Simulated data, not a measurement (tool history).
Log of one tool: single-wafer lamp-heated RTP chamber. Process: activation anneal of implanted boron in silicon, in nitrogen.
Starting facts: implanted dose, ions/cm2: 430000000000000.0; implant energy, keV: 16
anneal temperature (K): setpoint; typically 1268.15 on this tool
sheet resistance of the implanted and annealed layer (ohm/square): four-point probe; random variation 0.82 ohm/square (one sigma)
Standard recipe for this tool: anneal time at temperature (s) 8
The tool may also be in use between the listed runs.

| run | hour | anneal temperature (K) | anneal time at temperature (s) | read-back reference wafer on the same gauge, sheet resistance | sheet resistance of the implanted and annealed layer (ohm/square) |
|---|---|---|---|---|---|
| 1 | 0 | 1268.15 | 8 | 257.7 | 241.92 |
|  | 25.5 | pyrometer window cleaned and pyrometer calibrated |
| 2 | 35.8 | 1268.15 | 8 | 258.2 | 245.21 |
| 3 | 100.5 | 1248.15 | 11 | 257.77 | 257.52 |
| 4 | 129.6 | 1268.15 | 8 | 258.15 | 243.6 |
| 5 | 158.4 | 1268.15 | 8 | 257.87 | 243.02 |
| 6 | 178.3 | 1268.15 | 8 | 258.17 | 243.13 |
| 7 | 192.1 | 1286.15 | 10 | 257.89 | 238.2 |
| 8 | 219.7 | 1268.15 | 8 | 258.01 | 241.71 |
| 9 | 253.8 | 1268.15 | 8 | 258.33 | 241.32 |
|  | 288.7 | pyrometer window cleaned and pyrometer calibrated |
| 10 | 289.2 | 1245.15 | 8 | 258 | 263.38 |
| 11 | 306.6 | 1295.15 | 13 | 258.03 | 235.85 |
|  | 316.6 | gauge calibrated |
| 12 | 323.1 | 1268.15 | 4 | 258.27 | 247.04 |
| 13 | 346.4 | 1280.15 | 6 | 257.78 | 240.88 |
| 14 | 377.1 | 1259.15 | 4 | 257.55 | 251.2 |
| 15 | 413.1 | 1242.15 | 4 | 258.04 | 268.82 |
|  | 439.2 | reflector plate cleaned |
| 16 | 445.5 | 1278.15 | 8 | 257.97 | 238.59 |
| 17 | 478.4 | 1295.15 | 13 | 257.99 | 235.95 |
| 18 | 509.4 | 1286.15 | 6 | 257.98 | 239.07 |
|  | 534.1 | pyrometer window cleaned and pyrometer calibrated |
| 19 | 534.6 | 1268.15 | 8 | 257.76 | 245.36 |
| 20 | 619.4 | 1249.15 | 8 | 258.26 | 257.38 |

What if the next run were any one of these 3? Each begins from the tool's condition after run 20:
| A | 619.8 | 1296.15 | 8 | ? | ? |
| B | 619.8 | 1284.15 | 5 | ? | ? |
| C | 619.8 | 1239.15 | 12 | ? | ? |

| run | read-back reference wafer on the same gauge, sheet resistance | sheet resistance of the implanted and annealed layer (ohm/square) |
|---|---|---|
| A | 258.11 | 237.55 |
| B | 258.11 | 240.22 |
| C | 258.11 | 266.77 |
Without the tool's unlogged condition, the same runs would have read:
| run | sheet resistance of the implanted and annealed layer (ohm/square) |
|---|---|
| A | 237.72 |
| B | 240.55 |
| C | 269.18 |
